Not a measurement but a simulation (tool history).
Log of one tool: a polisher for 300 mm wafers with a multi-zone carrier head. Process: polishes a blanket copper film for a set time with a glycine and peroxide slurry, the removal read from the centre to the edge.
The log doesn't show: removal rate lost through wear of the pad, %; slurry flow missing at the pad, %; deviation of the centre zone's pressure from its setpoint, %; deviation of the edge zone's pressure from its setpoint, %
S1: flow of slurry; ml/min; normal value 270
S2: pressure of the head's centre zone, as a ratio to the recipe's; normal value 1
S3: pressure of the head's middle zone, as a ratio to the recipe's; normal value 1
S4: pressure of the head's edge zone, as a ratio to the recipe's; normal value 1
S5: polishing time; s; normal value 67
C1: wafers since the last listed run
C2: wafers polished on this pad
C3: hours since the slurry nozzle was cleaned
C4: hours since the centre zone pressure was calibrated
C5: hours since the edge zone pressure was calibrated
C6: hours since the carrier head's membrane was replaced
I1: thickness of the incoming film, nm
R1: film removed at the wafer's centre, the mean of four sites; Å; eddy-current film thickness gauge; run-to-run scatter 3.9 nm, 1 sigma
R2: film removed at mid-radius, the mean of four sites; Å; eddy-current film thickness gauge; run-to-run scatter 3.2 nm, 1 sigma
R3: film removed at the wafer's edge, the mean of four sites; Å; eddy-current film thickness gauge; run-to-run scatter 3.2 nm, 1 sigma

run,hour,S1,S2,S3,S4,S5,C1,C2,C3,C4,C5,C6,I1,R1,R2,R3
1,0,270,1,1,1,67,0,1506,408.1,600.7,214.5,103.1,2276.6,3587,3395,3392
# hour 20.8: centre zone pressure recalibrated
2,48.4,270,1,1,1,67,588,2095,456.5,27.6,262.9,151.5,2243.3,3292,3465,3407
3,150.5,295,1,1,1.09,67,1294,3389,558.6,129.7,365,253.6,2271.2,3465,3471,3552
4,227.2,295,1,1,1.09,67,972,4362,635.3,206.4,441.7,330.3,2250.7,3452,3450,3562
5,313.1,270,0.88,0.89,1,67,1089,5451,721.2,292.3,527.6,416.2,2273.8,2999,3164,3436
# hour 318.7: slurry nozzle cleaned
6,383.4,270,1,1,1,67,878,6330,64.7,362.6,597.9,486.5,2276.8,3421,3433,3383
# hour 434.2: edge zone pressure recalibrated
7,460.3,230,1,1,0.96,67,949,7280,141.6,439.5,26.1,563.4,2231.4,3397,3387,3336
# hour 486: worn pad replaced by a new one
8,527.2,245,0.88,0.9,1,54,797,522,208.5,506.4,93,630.3,2285.5,2441,2543,2739
9,614.9,340,1,1.06,1,67,1112,1634,296.2,594.1,180.7,718,2280.3,3662,3672,3458
# hour 680.3: carrier head's membrane replaced by a new one
10,682.9,220,0.93,1.08,1,84,798,2433,364.2,662.1,248.7,2.6,2285,4030,4381,4233
11,751.3,270,1,1,0.93,67,867,3300,432.6,730.5,317.1,71,2251.2,3629,3416,3317
# hour 768.2: centre zone pressure recalibrated
# hour 1048.2: slurry nozzle cleaned
12,1072.7,270,1,0.95,1,48,4037,7338,24.5,304.5,638.5,392.4,2285.9,2542,2328,2469
# hour 1099: worn pad replaced by a new one, of another model than before
13,1157.8,270,0.91,0.89,0.96,67,1028,745,109.6,389.6,723.6,477.5,2279.7,3135,3102,3332
14,1230.6,270,1,1,1,85,923,1668,182.4,462.4,796.4,550.3,2242.7,4465,4299,4378
# hour 1246.3: edge zone pressure recalibrated
15,1321,270,1,1,1,67,1120,2789,272.8,552.8,74.7,640.7,2224.3,3461,3465,3403
16,1413.3,270,1.05,1,1,60,1170,3959,365.1,645.1,167,733,2268,3383,3044,3012
# hour 1431.1: centre zone pressure recalibrated
# hour 1500.8: carrier head's membrane replaced by a new one
17,1681.9,345,0.97,1,0.94,67,3317,7277,633.7,250.8,435.6,181.1,2294.5,3410,3503,3368
# hour 1706: slurry nozzle cleaned
# hour 1731: worn pad replaced by a new one
18,1745.2,335,1.07,1,1,67,739,180,39.2,314.1,498.9,244.4,2295.1,3871,3440,3447
19,1935.9,270,1,0.93,1,67,2418,2598,229.9,504.8,689.6,435.1,2274.7,3588,3207,3434
20,2009.2,270,1.09,1.07,1,55,929,3528,303.2,578.1,762.9,508.4,2317.8,3162,2991,2781
21,2070.3,270,1,1,1,67,774,4302,364.3,639.2,824,569.5,2273.2,3505,3459,3383
# hour 2081.9: centre zone pressure recalibrated
# hour 2102.9: edge zone pressure recalibrated
22,2151.9,270,1,1,0.91,56,984,5286,445.9,70,49,651.1,2286.8,2834,2881,2697
23,2219.2,205,1,1.1,1,55,853,6140,513.2,137.3,116.3,718.4,2264.2,2730,2947,2681

Predict each of these 3 candidate next runs independently; none follows another, all start after run 23:
A,2219.6,235,1,1,1,67,5,6145,513.6,137.7,116.7,718.8,2277.9,?,?,?
B,2219.6,345,1,1.05,1,67,5,6145,513.6,137.7,116.7,718.8,2277.9,?,?,?
C,2219.6,270,1,1.09,1,67,5,6145,513.6,137.7,116.7,718.8,2277.9,?,?,?

run,R1,R2,R3
A,3317,3380,3363
B,3431,3623,3438
C,3362,3666,3388
Without the tool's unlogged condition, the same runs would have read:
run,R1,R2,R3
A,3273,3381,3363
B,3386,3623,3438
C,3318,3666,3388
